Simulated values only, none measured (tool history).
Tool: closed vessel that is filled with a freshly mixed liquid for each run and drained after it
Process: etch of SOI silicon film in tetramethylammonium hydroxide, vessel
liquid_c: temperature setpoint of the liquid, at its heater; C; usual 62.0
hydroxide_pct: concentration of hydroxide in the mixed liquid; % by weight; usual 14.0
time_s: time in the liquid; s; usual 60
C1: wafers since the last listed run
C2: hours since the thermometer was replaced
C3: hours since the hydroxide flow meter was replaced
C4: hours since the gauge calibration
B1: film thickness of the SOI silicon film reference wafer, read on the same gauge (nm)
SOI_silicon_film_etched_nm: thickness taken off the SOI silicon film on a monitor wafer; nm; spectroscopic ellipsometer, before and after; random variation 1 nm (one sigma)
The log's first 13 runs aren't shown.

Run 14, hour 414.4: usual settings; C1 3767; C2 2317.7; C3 1516.2; C4 556.3; B1 120.01. Result: SOI_silicon_film_etched_nm 215.94 nm.
Run 15, hour 445.0: usual settings; C1 4468; C2 2348.3; C3 1546.8; C4 586.9; B1 120.01. Result: SOI_silicon_film_etched_nm 216.23 nm.
Run 16, hour 478.9: usual settings; C1 4950; C2 2382.2; C3 1580.7; C4 620.8; B1 120.00. Result: SOI_silicon_film_etched_nm 216.22 nm.
Run 17, hour 491.9: usual settings but liquid_c 58.0 C, hydroxide_pct 15.5 % by weight, time_s 80 s; C1 1898; C2 2395.2; C3 1593.7; C4 633.8; B1 119.97. Result: SOI_silicon_film_etched_nm 212.57 nm.
Run 18, hour 519.5: usual settings but hydroxide_pct 11.5 % by weight; C1 4030; C2 2422.8; C3 1621.3; C4 661.4; B1 119.99. Result: SOI_silicon_film_etched_nm 237.77 nm.
At hour 554.1: gauge calibrated.
Run 19, hour 554.3: usual settings but hydroxide_pct 17.0 % by weight, time_s 95 s; C1 5081; C2 2457.6; C3 1656.1; C4 0.2; B1 120.00. Result: SOI_silicon_film_etched_nm 314.99 nm.
Run 20, hour 566.6: usual settings; C1 1796; C2 2469.9; C3 1668.4; C4 12.5; B1 120.01. Result: SOI_silicon_film_etched_nm 215.28 nm.
Run 21, hour 594.7: usual settings; C1 4103; C2 2498.0; C3 1696.5; C4 40.6; B1 119.99. Result: SOI_silicon_film_etched_nm 215.87 nm.
Run 22, hour 627.3: usual settings; C1 4760; C2 2530.6; C3 1729.1; C4 73.2; B1 119.99. Result: SOI_silicon_film_etched_nm 217.74 nm.
Run 23, hour 645.5: usual settings but time_s 80 s; C1 2657; C2 2548.8; C3 1747.3; C4 91.4; B1 120.01. Result: SOI_silicon_film_etched_nm 287.09 nm.
Run 24, hour 681.3: usual settings but liquid_c 57.0 C, hydroxide_pct 18.0 % by weight; C1 5227; C2 2584.6; C3 1783.1; C4 127.2; B1 120.01. Result: SOI_silicon_film_etched_nm 142.56 nm.
Run 25, hour 700.4: usual settings but liquid_c 66.5 C, hydroxide_pct 16.0 % by weight, time_s 70 s; C1 2788; C2 2603.7; C3 1802.2; C4 146.3; B1 120.01. Result: SOI_silicon_film_etched_nm 312.83 nm.
At hour 722.4: thermometer replaced.
Run 26, hour 733.0: usual settings but liquid_c 64.5 C, hydroxide_pct 11.0 % by weight; C1 4614; C2 10.6; C3 1834.8; C4 178.9; B1 120.01. Result: SOI_silicon_film_etched_nm 278.52 nm.
Run 27, hour 757.8: usual settings; C1 3621; C2 35.4; C3 1859.6; C4 203.7; B1 120.00. Result: SOI_silicon_film_etched_nm 218.61 nm.
Run 28, hour 789.6: usual settings but hydroxide_pct 15.0 % by weight; C1 4643; C2 67.2; C3 1891.4; C4 235.5; B1 120.00. Result: SOI_silicon_film_etched_nm 208.09 nm.
At hour 804.6: hydroxide flow meter replaced.
Run 29, hour 811.1: usual settings but time_s 90 s; C1 2993; C2 88.7; C3 6.5; C4 257.0; B1 120.00. Result: SOI_silicon_film_etched_nm 324.34 nm.
Run 30, hour 837.2: usual settings but liquid_c 58.5 C, time_s 45 s; C1 3811; C2 114.8; C3 32.6; C4 283.1; B1 120.00. Result: SOI_silicon_film_etched_nm 131.35 nm.
Run 31, hour 940.4: usual settings but liquid_c 68.0 C, hydroxide_pct 17.0 % by weight, time_s 30 s; C1 15069; C2 218.0; C3 135.8; C4 386.3; B1 120.01. Result: SOI_silicon_film_etched_nm 141.86 nm.
Run 32, hour 1032.7: usual settings but liquid_c 66.5 C, time_s 30 s; C1 13477; C2 310.3; C3 228.1; C4 478.6; B1 120.00. Result: SOI_silicon_film_etched_nm 142.39 nm.
Run 33, hour 1063.2: usual settings; C1 4453; C2 340.8; C3 258.6; C4 509.1; B1 120.00. Result: SOI_silicon_film_etched_nm 214.88 nm.

Forecast each of these 5 alternatives for the next run:
Run A, hour 1063.9: usual settings; C1 102; C2 341.5; C3 259.3; C4 509.8; B1 ?. Result: SOI_silicon_film_etched_nm ?.
Run B, hour 1063.9: usual settings but liquid_c 54.5 C, hydroxide_pct 10.5 % by weight, time_s 75 s; C1 102; C2 341.5; C3 259.3; C4 509.8; B1 ?. Result: SOI_silicon_film_etched_nm ?.
Run C, hour 1063.9: usual settings but liquid_c 59.0 C; C1 102; C2 341.5; C3 259.3; C4 509.8; B1 ?. Result: SOI_silicon_film_etched_nm ?.
Run D, hour 1063.9: usual settings but hydroxide_pct 17.5 % by weight, time_s 95 s; C1 102; C2 341.5; C3 259.3; C4 509.8; B1 ?. Result: SOI_silicon_film_etched_nm ?.
Run E, hour 1063.9: usual settings but liquid_c 57.5 C, hydroxide_pct 11.0 % by weight, time_s 90 s; C1 102; C2 341.5; C3 259.3; C4 509.8; B1 ?. Result: SOI_silicon_film_etched_nm ?.

run      B1  SOI_silicon_film_etched_nm
  A  120.01                      216.19
  B  120.01                      189.48
  C  120.01                      179.37
  D  120.01                      312.51
  E  120.01                      271.28
Without the tool's hidden state the same runs would have given:
run  SOI_silicon_film_etched_nm
  A                      216.19
  B                      189.48
  C                      179.37
  D                      312.51
  E                      271.28

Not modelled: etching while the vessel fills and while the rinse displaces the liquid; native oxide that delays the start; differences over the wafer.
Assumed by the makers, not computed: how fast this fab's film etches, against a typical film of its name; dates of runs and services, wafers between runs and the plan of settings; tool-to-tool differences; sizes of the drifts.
